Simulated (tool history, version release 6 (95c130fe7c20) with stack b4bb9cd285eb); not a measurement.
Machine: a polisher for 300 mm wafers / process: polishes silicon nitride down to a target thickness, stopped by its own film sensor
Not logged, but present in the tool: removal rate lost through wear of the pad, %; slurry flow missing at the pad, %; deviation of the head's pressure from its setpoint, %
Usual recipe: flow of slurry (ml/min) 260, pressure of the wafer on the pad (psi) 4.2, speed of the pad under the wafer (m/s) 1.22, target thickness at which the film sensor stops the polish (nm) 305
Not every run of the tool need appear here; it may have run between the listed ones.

run,hour,flow of slurry (ml/min),pressure of the wafer on the pad (psi),speed of the pad under the wafer (m/s),target thickness at which the film sensor stops the polish (nm),wafers since the last listed run,wafers polished on this pad,hours since the slurry nozzle was cleaned,hours since the head pressure was calibrated,"incoming thickness of the incoming film, nm",time until the film sensor stopped the polish (s)
1,0.0,260,4.2,1.22,305,0,1358,351.3,270.8,494.7,90.2
2,66.4,260,4.2,1.22,305,537,1895,417.7,337.2,500.5,92.2
3,127.6,260,4.2,1.22,305,495,2390,478.9,398.4,502.3,95.3
4,190.6,260,4.2,1.22,305,509,2899,541.9,461.4,492.3,92.9
# hour 222.1: slurry nozzle cleaned
5,241.6,260,4.2,1.22,305,404,3304,19.5,512.4,493.8,97.9
6,285.0,260,4.2,1.22,305,351,3655,62.9,555.8,499.3,103.8
7,339.3,260,4.2,1.22,305,439,4094,117.2,610.1,495.8,104.1
8,396.1,260,4.2,1.22,305,459,4554,174.0,666.9,493.7,103.3
# hour 417.9: worn pad replaced by a new one
9,448.9,260,4.2,1.22,305,394,250,226.8,719.7,507.3,102.6
# hour 481.3: head pressure recalibrated
10,503.0,260,4.2,1.22,305,421,671,280.9,21.7,507.0,91.7
11,532.7,260,4.2,1.22,305,240,912,310.6,51.4,500.6,92.7
12,603.1,260,4.2,1.22,305,569,1481,381.0,121.8,503.4,90.5
13,647.7,210,4.2,1.22,355,360,1842,425.6,166.4,503.7,72.6
14,675.8,260,2.9,1.22,305,227,2069,453.7,194.5,494.6,131.8
15,716.7,300,4.2,1.40,286,330,2400,494.6,235.4,502.2,98.1
16,785.6,260,5.1,1.22,262,557,2957,563.5,304.3,495.2,94.9
# hour 816.0: slurry nozzle cleaned
17,828.5,260,5.0,1.22,365,338,3296,12.5,347.2,503.9,59.1
18,869.9,260,4.2,1.22,305,334,3631,53.9,388.6,490.5,95.5
19,896.2,260,4.2,1.22,305,212,3844,80.2,414.9,498.3,100.6
20,939.7,260,5.3,1.44,262,351,4196,123.7,458.4,501.3,88.8
21,973.9,260,4.2,1.56,305,276,4473,157.9,492.6,498.8,87.9
# hour 978.6: worn pad replaced by a new one
22,1016.9,260,5.1,1.22,262,315,309,200.9,535.6,497.6,96.8
23,1065.8,260,4.2,1.22,305,395,705,249.8,584.5,502.4,99.4
24,1119.5,310,4.2,0.88,258,434,1139,303.5,638.2,500.2,139.8
25,1177.5,260,4.2,0.90,332,469,1608,361.5,696.2,498.7,102.0
# hour 1210.7: head pressure recalibrated
26,1211.2,260,3.5,1.10,274,256,1865,395.2,0.5,506.4,144.8
27,1254.7,300,5.0,1.22,305,351,2217,438.7,44.0,504.6,79.6
28,1311.8,260,4.2,1.22,305,461,2678,495.8,101.1,496.5,96.6
29,1380.0,260,4.9,1.48,287,551,3230,564.0,169.3,499.9,82.4
30,1440.2,215,5.0,1.22,276,486,3717,624.2,229.5,502.9,98.5
# hour 1465.1: worn pad replaced by a new one
31,1490.8,235,3.0,1.50,305,376,208,674.8,280.1,496.5,112.5
# hour 1544.9: slurry nozzle cleaned
32,1577.5,260,5.4,1.22,305,693,901,32.6,366.8,501.2,72.7
33,1618.3,300,5.2,1.06,305,330,1231,73.4,407.6,500.4,79.2
34,1672.3,310,4.6,0.82,356,436,1668,127.4,461.6,505.9,85.2
35,1792.6,260,4.2,1.22,305,973,2641,247.7,581.9,505.7,108.6
# hour 1863.9: head pressure recalibrated
36,1985.2,260,4.2,0.86,305,1541,4183,440.3,121.3,507.9,117.4
37,2012.5,260,4.2,1.22,335,220,4404,467.6,148.6,498.5,81.8

Each row is a separate what-if for the run after 37, all from the same tool condition, not one after another. Results?
A,2013.0,260,4.2,1.22,243,4,4408,468.1,149.1,498.8,?
B,2013.0,260,4.2,1.36,305,4,4408,468.1,149.1,498.8,?
C,2013.0,285,5.5,1.22,305,4,4408,468.1,149.1,498.8,?
D,2013.0,205,4.2,1.22,366,4,4408,468.1,149.1,498.8,?

run,time until the film sensor stopped the polish (s)
A,129.4
B,92.7
C,74.4
D,68.2
Stripped of hidden state, with their random variation kept, the same runs would have yielded:
run,time until the film sensor stopped the polish (s)
A,119.1
B,85.3
C,68.5
D,62.7
